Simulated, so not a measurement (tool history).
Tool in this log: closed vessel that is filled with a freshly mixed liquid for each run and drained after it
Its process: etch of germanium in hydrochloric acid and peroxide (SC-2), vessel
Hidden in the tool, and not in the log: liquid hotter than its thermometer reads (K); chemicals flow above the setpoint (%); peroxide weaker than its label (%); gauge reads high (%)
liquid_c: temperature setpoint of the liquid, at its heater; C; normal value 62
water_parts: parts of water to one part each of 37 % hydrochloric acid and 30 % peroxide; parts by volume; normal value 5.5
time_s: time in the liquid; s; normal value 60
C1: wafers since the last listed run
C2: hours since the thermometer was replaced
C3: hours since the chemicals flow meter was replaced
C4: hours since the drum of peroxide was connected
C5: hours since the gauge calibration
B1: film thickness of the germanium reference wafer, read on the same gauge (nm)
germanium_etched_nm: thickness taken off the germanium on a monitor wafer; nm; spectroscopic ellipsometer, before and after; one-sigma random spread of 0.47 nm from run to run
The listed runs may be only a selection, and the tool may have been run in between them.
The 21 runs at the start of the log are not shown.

Run 22, hour 1760.6: usual settings but liquid_c 52 C, water_parts 4.5 parts by volume, time_s 75 s; C1 10206; C2 785.6; C3 487.9; C4 155.6; C5 199.2; B1 120.01. Result: germanium_etched_nm 118.03 nm.
Run 23, hour 1848.2: usual settings but liquid_c 52.5 C, time_s 35 s; C1 9283; C2 873.2; C3 575.5; C4 243.2; C5 286.8; B1 120.02. Result: germanium_etched_nm 55.78 nm.
Run 24, hour 1936.8: usual settings but liquid_c 66 C, water_parts 7 parts by volume, time_s 30 s; C1 9389; C2 961.8; C3 664.1; C4 331.8; C5 375.4; B1 120.02. Result: germanium_etched_nm 70.89 nm.
Run 25, hour 2002.1: usual settings but time_s 30 s; C1 6920; C2 1027.1; C3 729.4; C4 397.1; C5 440.7; B1 120. Result: germanium_etched_nm 64.51 nm.
Run 26, hour 2097: usual settings but liquid_c 52 C, water_parts 4.5 parts by volume, time_s 75 s; C1 10057; C2 1122; C3 824.3; C4 492; C5 535.6; B1 120. Result: germanium_etched_nm 119.45 nm.
Run 27, hour 2189.9: usual settings but liquid_c 66 C; C1 9845; C2 1214.9; C3 917.2; C4 584.9; C5 628.5; B1 120. Result: germanium_etched_nm 145.95 nm.
Run 28, hour 2252: usual settings but liquid_c 55 C, water_parts 4 parts by volume; C1 6581; C2 1277; C3 979.3; C4 647; C5 690.6; B1 120. Result: germanium_etched_nm 106.48 nm.
Run 29, hour 2308.7: usual settings; C1 6009; C2 1333.7; C3 1036; C4 703.7; C5 747.3; B1 120. Result: germanium_etched_nm 129.47 nm.
Run 30, hour 2355.7: usual settings; C1 4981; C2 1380.7; C3 1083; C4 750.7; C5 794.3; B1 119.96. Result: germanium_etched_nm 128.86 nm.
Run 31, hour 2426.2: usual settings; C1 7471; C2 1451.2; C3 1153.5; C4 821.2; C5 864.8; B1 120. Result: germanium_etched_nm 129.31 nm.

Predict each of these 3 candidate next runs independently; none follows another, all start after run 31:
Run A, hour 2426.9: usual settings; C1 74; C2 1451.9; C3 1154.2; C4 821.9; C5 865.5; B1 ?. Result: germanium_etched_nm ?.
Run B, hour 2426.9: usual settings but time_s 95 s; C1 74; C2 1451.9; C3 1154.2; C4 821.9; C5 865.5; B1 ?. Result: germanium_etched_nm ?.
Run C, hour 2426.9: usual settings but water_parts 4 parts by volume, time_s 85 s; C1 74; C2 1451.9; C3 1154.2; C4 821.9; C5 865.5; B1 ?. Result: germanium_etched_nm ?.

run      B1  germanium_etched_nm
  A  120.02               130.03
  B  120.02               205.88
  C  120.02               185.96
The same runs, with their run-to-run variation unchanged, on a tool lacking any hidden condition would have given:
run  germanium_etched_nm
  A               124.76
  B               197.53
  C               178.36

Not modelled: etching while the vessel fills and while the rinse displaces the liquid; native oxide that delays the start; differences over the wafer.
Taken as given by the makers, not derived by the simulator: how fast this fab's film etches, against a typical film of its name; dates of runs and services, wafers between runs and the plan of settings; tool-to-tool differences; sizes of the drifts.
